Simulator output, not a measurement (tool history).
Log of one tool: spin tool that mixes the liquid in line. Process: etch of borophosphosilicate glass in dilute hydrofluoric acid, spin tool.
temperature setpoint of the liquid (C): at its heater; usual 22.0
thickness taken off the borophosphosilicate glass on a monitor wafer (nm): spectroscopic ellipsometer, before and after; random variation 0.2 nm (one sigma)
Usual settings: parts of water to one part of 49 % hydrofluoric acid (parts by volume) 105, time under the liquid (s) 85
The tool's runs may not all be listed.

| run | hour | temperature setpoint of the liquid (C) | parts of water to one part of 49 % hydrofluoric acid (parts by volume) | time under the liquid (s) | wafers since the last listed run | hours since the thermometer was replaced | hours since the hydrofluoric acid flow meter was replaced | hours since the gauge calibration | read-back film thickness of the borophosphosilicate glass reference wafer, read on the same gauge (nm) | thickness taken off the borophosphosilicate glass on a monitor wafer (nm) |
|---|---|---|---|---|---|---|---|---|---|---|
| 1 | 0.0 | 22.0 | 105 | 85 | 0 | 1980.9 | 1265.0 | 257.3 | 119.99 | 43.50 |
| 2 | 12.4 | 22.0 | 105 | 85 | 78 | 1993.3 | 1277.4 | 269.7 | 120.03 | 43.89 |
| 3 | 29.7 | 22.0 | 105 | 85 | 109 | 2010.6 | 1294.7 | 287.0 | 120.02 | 43.33 |
| 4 | 45.3 | 22.0 | 105 | 85 | 98 | 2026.2 | 1310.3 | 302.6 | 120.01 | 43.92 |
| 5 | 54.3 | 22.0 | 105 | 85 | 56 | 2035.2 | 1319.3 | 311.6 | 120.03 | 43.23 |
| 6 | 65.7 | 22.0 | 105 | 85 | 72 | 2046.6 | 1330.7 | 323.0 | 120.00 | 44.06 |
| 7 | 76.8 | 22.0 | 105 | 85 | 70 | 2057.7 | 1341.8 | 334.1 | 120.00 | 43.82 |
|  | 79.9 | thermometer replaced |
| 8 | 84.4 | 22.0 | 105 | 85 | 41 | 4.5 | 1349.4 | 341.7 | 120.05 | 44.03 |
| 9 | 93.0 | 22.0 | 105 | 85 | 54 | 13.1 | 1358.0 | 350.3 | 120.00 | 44.09 |
| 10 | 105.5 | 22.0 | 105 | 85 | 79 | 25.6 | 1370.5 | 362.8 | 119.99 | 43.92 |
|  | 115.6 | gauge calibrated |
| 11 | 120.6 | 18.5 | 125 | 70 | 95 | 40.7 | 1385.6 | 5.0 | 119.97 | 26.23 |
| 12 | 127.2 | 24.0 | 105 | 125 | 41 | 47.3 | 1392.2 | 11.6 | 119.99 | 70.35 |
| 13 | 139.1 | 22.0 | 105 | 85 | 75 | 59.2 | 1404.1 | 23.5 | 119.98 | 44.40 |
|  | 149.1 | hydrofluoric acid flow meter replaced |
| 14 | 149.6 | 24.0 | 75 | 115 | 60 | 69.7 | 0.5 | 34.0 | 119.98 | 81.34 |
| 15 | 165.6 | 24.0 | 140 | 60 | 101 | 85.7 | 16.5 | 50.0 | 119.99 | 21.29 |
| 16 | 176.5 | 26.0 | 60 | 45 | 69 | 96.6 | 27.4 | 60.9 | 119.96 | 44.68 |
| 17 | 189.5 | 22.0 | 155 | 85 | 82 | 109.6 | 40.4 | 73.9 | 120.02 | 24.74 |
| 18 | 197.6 | 24.5 | 125 | 65 | 51 | 117.7 | 48.5 | 82.0 | 119.96 | 26.66 |
| 19 | 211.5 | 22.0 | 105 | 100 | 88 | 131.6 | 62.4 | 95.9 | 119.98 | 45.05 |
| 20 | 223.5 | 24.5 | 70 | 125 | 75 | 143.6 | 74.4 | 107.9 | 119.98 | 98.77 |
| 21 | 240.4 | 22.0 | 105 | 85 | 106 | 160.5 | 91.3 | 124.8 | 119.96 | 38.96 |
| 22 | 247.7 | 22.0 | 105 | 85 | 46 | 167.8 | 98.6 | 132.1 | 119.99 | 38.65 |
| 23 | 261.2 | 24.0 | 60 | 135 | 85 | 181.3 | 112.1 | 145.6 | 120.01 | 123.81 |
| 24 | 267.8 | 22.0 | 150 | 115 | 41 | 187.9 | 118.7 | 152.2 | 120.00 | 34.61 |
| 25 | 275.5 | 22.0 | 140 | 85 | 48 | 195.6 | 126.4 | 159.9 | 120.03 | 28.28 |
| 26 | 282.1 | 18.0 | 105 | 85 | 41 | 202.2 | 133.0 | 166.5 | 120.03 | 32.96 |
| 27 | 289.2 | 25.5 | 105 | 55 | 44 | 209.3 | 140.1 | 173.6 | 120.01 | 29.03 |
| 28 | 305.4 | 27.0 | 120 | 105 | 102 | 225.5 | 156.3 | 189.8 | 119.98 | 49.93 |
| 29 | 314.9 | 22.0 | 105 | 85 | 60 | 235.0 | 165.8 | 199.3 | 119.98 | 38.84 |
| 30 | 331.5 | 17.5 | 140 | 70 | 105 | 251.6 | 182.4 | 215.9 | 120.01 | 19.28 |
| 31 | 338.7 | 20.0 | 65 | 45 | 45 | 258.8 | 189.6 | 223.1 | 120.01 | 32.29 |
| 32 | 355.5 | 26.0 | 80 | 85 | 106 | 275.6 | 206.4 | 239.9 | 119.99 | 62.32 |

Forecast each of these 4 alternatives for the next run:
| A | 355.9 | 22.0 | 105 | 60 | 2 | 276.0 | 206.8 | 240.3 | ? | ? |
| B | 355.9 | 17.0 | 90 | 125 | 2 | 276.0 | 206.8 | 240.3 | ? | ? |
| C | 355.9 | 24.5 | 155 | 50 | 2 | 276.0 | 206.8 | 240.3 | ? | ? |
| D | 355.9 | 26.5 | 85 | 45 | 2 | 276.0 | 206.8 | 240.3 | ? | ? |

| run | read-back film thickness of the borophosphosilicate glass reference wafer, read on the same gauge (nm) | thickness taken off the borophosphosilicate glass on a monitor wafer (nm) |
|---|---|---|
| A | 119.98 | 27.70 |
| B | 119.98 | 55.64 |
| C | 119.98 | 16.29 |
| D | 119.98 | 31.45 |
Without the tool's hidden state the same runs would have given:
| run | thickness taken off the borophosphosilicate glass on a monitor wafer (nm) |
|---|---|
| A | 27.03 |
| B | 54.32 |
| C | 15.88 |
| D | 30.69 |
